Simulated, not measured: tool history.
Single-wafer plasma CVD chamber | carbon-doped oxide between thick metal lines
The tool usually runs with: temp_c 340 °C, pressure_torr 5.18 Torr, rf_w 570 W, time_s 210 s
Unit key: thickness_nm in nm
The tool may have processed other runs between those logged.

run,hour,temp_c,pressure_torr,rf_w,time_s,"read-back reference wafer on the same gauge, thickness_nm",thickness_nm
1,0,340,6.07,570,210,949.46,1131.947
2,22,340,6.07,570,210,949.466,1141.469
3,51.4,340,5.18,570,210,949.7,1114.766
# hour 59.2: gauge calibrated
# hour 62.6: showerhead replaced
4,81,340,5.18,570,210,950.145,1121.665
5,101.4,340,5.18,570,199,949.852,1063.773
6,126.7,340,5.18,570,199,949.875,1062.248
7,142.9,340,5.18,570,199,949.304,1059.815
8,177.3,348,5.18,570,173,950.198,904.728
9,208.4,340,5.18,570,210,950.508,1118.377
10,234.4,340,5.18,570,199,949.372,1061.23
11,259.9,340,5.18,505,210,949.69,1061.779
12,282.5,340,5.18,480,236,949.68,1179.249
13,295.1,340,5.18,570,210,950.316,1101.417
# hour 366.3: RF generator calibrated
14,390.3,340,6.44,600,228,950.192,1227.402
15,414.6,355,5.18,570,210,950.399,1048.419
16,444,340,4.13,570,168,950.886,850.34
17,456.2,340,5.18,635,225,949.883,1214.559
# hour 484.1: thermocouple changed; heater temperature recalibrated
18,486,354,5.18,645,210,950.578,1097.293
# hour 529.6: capacitance manometer re-zeroed and calibrated
19,530.1,340,5.18,625,210,950.17,1129.074
20,534.1,331,5.86,680,171,950.285,984.51
21,567.2,340,5.18,570,210,949.931,1077.702
22,583.4,340,5.18,570,210,950.147,1085.562
23,630.9,340,4.33,570,210,949.938,1072.238
# hour 653.1: RF generator calibrated, repeated, since the last time left the tool worse
24,703,340,5.83,465,237,949.699,1204.735
# hour 709.1: gauge calibrated
25,727.7,345,4.41,515,210,950.005,1055.18
26,746.1,340,5.18,490,210,949.527,1070.692
27,780.1,340,4.17,570,224,950.255,1180.744
28,810.9,340,5.18,570,252,949.432,1360.678

Below are 4 alternative next runs, each starting from the tool's condition after run 28. Predict each:
A,811.4,340,5.18,570,210,?,?
B,811.4,331,5.18,570,210,?,?
C,811.4,340,5.73,570,244,?,?
D,811.4,340,5.18,570,246,?,?

run,"read-back reference wafer on the same gauge, thickness_nm",thickness_nm
A,950.168,1132.022
B,950.168,1159.078
C,950.168,1329.852
D,950.168,1325.584
Without the tool's hidden state the same runs would have given:
run,thickness_nm
A,1132.901
B,1159.978
C,1330.885
D,1326.613
